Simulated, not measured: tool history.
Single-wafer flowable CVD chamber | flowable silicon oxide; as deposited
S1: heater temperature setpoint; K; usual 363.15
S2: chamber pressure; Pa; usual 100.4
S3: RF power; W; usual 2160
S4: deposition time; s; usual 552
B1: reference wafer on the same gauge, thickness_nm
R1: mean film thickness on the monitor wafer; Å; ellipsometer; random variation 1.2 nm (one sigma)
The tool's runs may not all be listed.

run	hour	S1	S2	S3	S4	B1	R1
1	0	354.15	100.4	2160	552	345.889	5344.9
2	23.9	363.15	100.4	2305	507	345.966	3603.06
3	38.1	363.15	100.4	2305	507	346.085	3603.25
4	61.2	363.15	100.4	2160	552	346.147	3890.1
5	90.3	363.15	100.4	2160	552	345.976	3865.55
6	114.4	358.15	100.4	2160	500	345.633	4220.43
7	127.1	363.15	111.1	2160	552	345.828	4275.06
8	147.7	363.15	111.1	2160	552	345.977	4260.23
# hour 164.6: thermocouple changed; heater temperature recalibrated
# hour 172: showerhead replaced
9	172.5	363.15	111.1	2160	552	346.003	4869.6
10	187.6	348.15	100.4	2160	588	345.769	7584.97
# hour 220.7: RF generator calibrated
11	221.6	363.15	100.4	2490	552	346.23	4520.13
12	248	363.15	100.4	2160	552	346.047	4406.87
# hour 278.7: capacitance manometer re-zeroed and calibrated
13	279.2	363.15	116.5	2295	443	346.158	3804.47
# hour 290.9: gauge calibrated
14	296.1	363.15	100.4	2545	552	346.068	4139.25
15	328.1	363.15	119.7	2160	451	346.083	3928.71
16	341.1	351.15	100.4	2160	552	346.15	5970.97

For run 17, what comes out?
17	355.2	352.15	100.4	2270	659	?	?

{"run 17": {"B1": 346.032, "R1": 7026.89}}
Had the tool carried no hidden state, the very same run would have given R1 7155.72 Å.

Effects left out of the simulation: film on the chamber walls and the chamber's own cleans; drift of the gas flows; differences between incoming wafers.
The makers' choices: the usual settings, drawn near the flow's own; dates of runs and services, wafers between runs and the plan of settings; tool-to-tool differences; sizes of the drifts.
